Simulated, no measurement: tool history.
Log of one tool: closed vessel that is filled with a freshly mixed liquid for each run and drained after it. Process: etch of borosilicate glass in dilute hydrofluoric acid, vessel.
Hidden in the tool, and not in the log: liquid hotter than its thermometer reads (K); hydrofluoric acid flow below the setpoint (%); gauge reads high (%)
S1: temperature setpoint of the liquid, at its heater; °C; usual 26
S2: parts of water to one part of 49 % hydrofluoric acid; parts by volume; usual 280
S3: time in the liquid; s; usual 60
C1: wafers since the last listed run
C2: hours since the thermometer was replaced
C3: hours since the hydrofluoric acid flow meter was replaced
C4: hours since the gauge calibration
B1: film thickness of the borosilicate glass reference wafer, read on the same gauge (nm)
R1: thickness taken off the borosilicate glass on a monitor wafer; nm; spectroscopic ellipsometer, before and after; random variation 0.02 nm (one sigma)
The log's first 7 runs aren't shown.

run    hour    S1   S2  S3    C1      C2      C3      C4      B1     R1
  8     346    29  280  40  3227  2514.4  2174.9  1340.3  150.02   4.62
      393.3  -- hydrofluoric acid flow meter replaced
  9     405    29  280  40  4060  2573.4    11.7  1399.3  150.04   4.75
 10   441.7    29  280  40  2569  2610.1    48.4    1436  149.99   4.74
 11   479.4    26  280  60  2639  2647.8    86.1  1473.7     150   6.43
 12     525    26  280  85  3192  2693.4   131.7  1519.3  150.03   9.13
      534.3  -- thermometer replaced
 13   596.7    26  280  85  4950    62.4   203.4    1591  149.95   9.11
 14   637.8    28  140  60  2877   103.5   244.5  1632.1  149.98   16.2
      663.6  -- gauge calibrated
 15   698.1    22  280  40  4221   163.8   304.8    34.5  150.02   3.71
 16   749.6    28  140  60  3605   215.3   356.3      86  150.04  16.09
 17   784.5    26  280  45  2443   250.2   391.2   120.9  149.96    4.8
 18   828.4  23.5  155  60  3073   294.1   435.1   164.8  150.01  12.06
 19   863.2    26  160  50  2436   328.9   469.9   199.6     150  10.59
 20   900.6  23.5  280  45  2618   366.3   507.3     237     150   4.41
 21   958.5    28  235  45  4053   424.2   565.2   294.9  150.02   6.38
 22   991.2    26  280  60  2289   456.9   597.9   327.6  149.95   6.38
 23  1045.8  27.5  335  90  3822   511.5   652.5   382.2     150    7.9
 24  1086.8  27.5  280  60  2870   552.5   693.5   423.2  150.05   6.74
 25  1122.3    23  280  60  2485     588     729   458.7  150.01   5.74
 26    1148  29.5  280  60  1799   613.7   754.7   484.4  150.04   7.16
 27  1177.4    26  370  40  2058   643.1   784.1   513.8  149.99   2.95
 28  1204.5    26  280  60  1897   670.2   811.2   540.9  150.01   6.36
 29  1250.8    26  240  50  3241   716.5   857.5   587.2     150   6.45
 30  1292.1    29  280  40  2891   757.8   898.8   628.5  149.95   4.68
 31  1325.7  27.5  335  90  2352   791.4   932.4   662.1  150.06    7.9
 32  1372.6    29  405  90  3283   838.3   979.3     709  150.04    6.4

Forecast each of these 5 alternatives for the next run:
  A  1373.3    26  280  50  49  839  980  709.7   ?   ?
  B  1373.3  27.5  280  80  49  839  980  709.7   ?   ?
  C  1373.3    29  280  30  49  839  980  709.7   ?   ?
  D  1373.3    26  280  70  49  839  980  709.7   ?   ?
  E  1373.3    23  315  60  49  839  980  709.7   ?   ?

run   B1    R1
  A  150   5.3
  B  150  8.92
  C  150  3.52
  D  150  7.42
  E  150  4.92
Without the tool's hidden state the same runs would have given:
run    R1
  A  5.37
  B  9.04
  C  3.56
  D  7.52
  E  4.99
